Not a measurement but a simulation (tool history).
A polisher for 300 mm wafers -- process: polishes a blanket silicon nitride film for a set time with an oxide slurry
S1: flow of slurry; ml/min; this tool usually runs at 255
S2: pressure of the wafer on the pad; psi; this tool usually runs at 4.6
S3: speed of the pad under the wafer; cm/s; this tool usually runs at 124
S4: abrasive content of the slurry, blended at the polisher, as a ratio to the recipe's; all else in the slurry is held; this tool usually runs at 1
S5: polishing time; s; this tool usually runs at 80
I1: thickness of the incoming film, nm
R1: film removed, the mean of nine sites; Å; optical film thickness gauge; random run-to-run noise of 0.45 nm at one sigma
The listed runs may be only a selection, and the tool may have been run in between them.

run   hour   S1   S2   S3    S4   S5     I1    R1
  1      0  235  4.6  124     1   80  587.5   627
  2   29.1  255  4.6  142     1   97  608.9   842
      47.5  -- conditioning disc replaced and pad reconditioned
  3     48  255  4.6  142     1   97  600.5   901
  4   58.6  255  4.6  124     1   80  600.1   673
  5   78.2  255  4.6  124     1   80    598   673
  6  106.8  255  4.6  124     1   80    590   664
       123  -- worn pad replaced by a new one
     127.8  -- head pressure recalibrated
  7  137.8  300  6.1  164  1.25   80  599.2  1147
  8  161.8  255  4.6  140     1   80  598.2   723
  9  191.6  255  5.2  124     1   80    600   709
     207.6  -- slurry blender recalibrated
 10  208.1  255  4.6  124     1   80    593   658
 11  234.4  255  4.6  124     1   80  612.7   660
 12    291  255  4.6  124     1   80  600.6   646
 13  312.6  345  3.7  124   1.1  106  605.2   808
 14  331.8  195  3.8  124     1   70    587   482
     347.8  -- slurry nozzle cleaned
 15  361.1  255  5.6  124     1   80  599.2   720
     370.6  -- worn pad replaced by a new one
     411.8  -- slurry blender recalibrated
 16  423.2  255  4.6  124     1   80  593.5   635
 17  443.9  225  4.6  140  0.85   54  600.1   418
 18    472  235  4.6  124     1   80  595.8   627
 19  492.5  255  4.6  142     1   97  596.6   840
 20  512.8  255  4.6  124     1   80  599.8   635
     518.1  -- conditioning disc replaced and pad reconditioned
 21  559.7  215  4.6  124  1.15  104  608.5   902
     574.5  -- worn pad replaced by a new one
 22  588.7  220  4.6  124     1   88  606.1   707
     607.3  -- slurry blender recalibrated
 23  620.5  255  4.6  150     1  102  597.4   973
 24  653.8  320  4.6  110     1   54  605.5   409
     682.4  -- slurry nozzle cleaned
 25  684.1  255  4.6   96  0.85   65  601.5   401
 26  698.1  305  4.6  124   0.8   80  610.7   580
 27  728.6  175  4.6  124     1   80  605.6   613

Each row is a separate what-if for the run after 27, all from the same tool condition, not one after another. Results?
  A   729  255  4.6  124    1  103  596.3   ?
  B   729  255  4.6  124  1.3   80  596.3   ?
  C   729  175  4.2  124    1   61  596.3   ?

run   R1
  A  835
  B  736
  C  443
Without the tool's unlogged condition, the same runs would have read:
run   R1
  A  869
  B  766
  C  460
